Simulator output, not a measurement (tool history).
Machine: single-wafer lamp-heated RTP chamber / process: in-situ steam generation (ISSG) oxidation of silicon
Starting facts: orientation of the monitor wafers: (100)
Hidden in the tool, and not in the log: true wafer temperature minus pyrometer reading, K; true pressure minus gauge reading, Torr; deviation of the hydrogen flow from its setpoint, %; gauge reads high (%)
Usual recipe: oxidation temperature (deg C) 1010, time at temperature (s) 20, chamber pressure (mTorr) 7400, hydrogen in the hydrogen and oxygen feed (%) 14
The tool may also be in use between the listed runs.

run   hour  oxidation temperature (deg C)  time at temperature (s)  chamber pressure (mTorr)  hydrogen in the hydrogen and oxygen feed (%)  wafers since the last listed run  wafers since the last pyrometer calibration  hours since the pressure gauge was zeroed  hours since the hydrogen flow controller was replaced  hours since the gauge calibration  read-back reference wafer on the same gauge, thickness  oxide thickness on the monitor wafer (angstrom)
  1    0.0                           1016                       20                      7400                                            14                                 0                                          434                                     2542.6                                                 4203.6                              165.1                                                   6.051                                            55.93
  2   15.6                           1016                       20                      7400                                            14                               218                                          652                                     2558.2                                                 4219.2                              180.7                                                   6.046                                            56.39
  3   52.1                           1016                       20                      7400                                            14                               510                                         1163                                     2594.7                                                 4255.7                              217.2                                                   6.055                                            56.32
  4   77.5                           1010                       20                      8400                                            14                               355                                         1518                                     2620.1                                                 4281.1                              242.6                                                   6.051                                            55.24
  5   88.1                           1010                       20                      8400                                            14                               148                                         1666                                     2630.7                                                 4291.7                              253.2                                                   6.050                                            55.25
  6  101.9                           1010                       20                      7400                                            14                               193                                         1860                                     2644.5                                                 4305.5                              267.0                                                   6.058                                            55.13
  7  117.6                           1002                       20                      7400                                            14                               219                                         2079                                     2660.2                                                 4321.2                              282.7                                                   6.054                                            53.49
     129.2  -- gauge calibrated
  8  135.3                           1002                       20                      7400                                            14                               247                                         2327                                     2677.9                                                 4338.9                                6.1                                                   6.051                                            53.69
  9  145.8                           1002                       20                      7400                                            14                               146                                         2474                                     2688.4                                                 4349.4                               16.6                                                   6.059                                            53.51
 10  158.5                           1010                       20                      7400                                            14                               177                                         2651                                     2701.1                                                 4362.1                               29.3                                                   6.060                                            55.77
 11  172.0                           1029                       15                      6900                                            11                               188                                         2840                                     2714.6                                                 4375.6                               42.8                                                   6.048                                            49.66
     194.1  -- hydrogen flow controller replaced
     194.8  -- pyrometer window cleaned and pyrometer calibrated
 12  204.4                           1022                       24                      7400                                            17                               330                                          133                                     2747.0                                                   10.3                               75.2                                                   6.052                                            69.23
 13  212.2                           1025                       20                      7400                                            14                               109                                          242                                     2754.8                                                   18.1                               83.0                                                   6.045                                            61.57
 14  228.3                           1010                       20                      7400                                            14                               225                                          468                                     2770.9                                                   34.2                               99.1                                                   6.046                                            57.25
     243.6  -- pressure gauge zeroed
 15  244.1                           1010                       15                      7400                                            14                               109                                          577                                        0.5                                                   50.0                              114.9                                                   6.045                                            49.79
     255.6  -- pyrometer window cleaned and pyrometer calibrated, repeated, since the last time left the tool worse
 16  257.0                           1010                       20                      7400                                            14                                68                                           19                                       13.4                                                   62.9                              127.8                                                   6.046                                            54.65
 17  265.0                           1027                       26                      8800                                            11                               111                                          131                                       21.4                                                   70.9                              135.8                                                   6.046                                            64.16
 18  282.5                           1010                       26                      7900                                            19                               244                                          376                                       38.9                                                   88.4                              153.3                                                   6.050                                            66.48
 19  297.0                           1010                       20                      7400                                            14                               202                                          579                                       53.4                                                  102.9                              167.8                                                   6.047                                            54.74
 20  307.7                           1010                       20                      7400                                            14                               149                                          729                                       64.1                                                  113.6                              178.5                                                   6.046                                            55.01

Measured less the same run without the tool's hidden state. The same run-to-run variation is in both; the gauge's scatter may not be:
run  oxide thickness on the monitor wafer (angstrom)
  1                                            +0.34
  2                                            +0.45
  3                                            +0.70
  4                                            +0.82
  5                                            +0.89
  6                                            +0.98
  7                                            +1.00
  8                                            +1.11
  9                                            +1.17
 10                                            +1.36
 11                                            +1.34
 12                                            +3.93
 13                                            +3.47
 14                                            +3.07
 15                                            +2.55
 16                                            +0.16
 17                                            +0.29
 18                                            +0.42
 19                                            +0.42
 20                                            +0.49

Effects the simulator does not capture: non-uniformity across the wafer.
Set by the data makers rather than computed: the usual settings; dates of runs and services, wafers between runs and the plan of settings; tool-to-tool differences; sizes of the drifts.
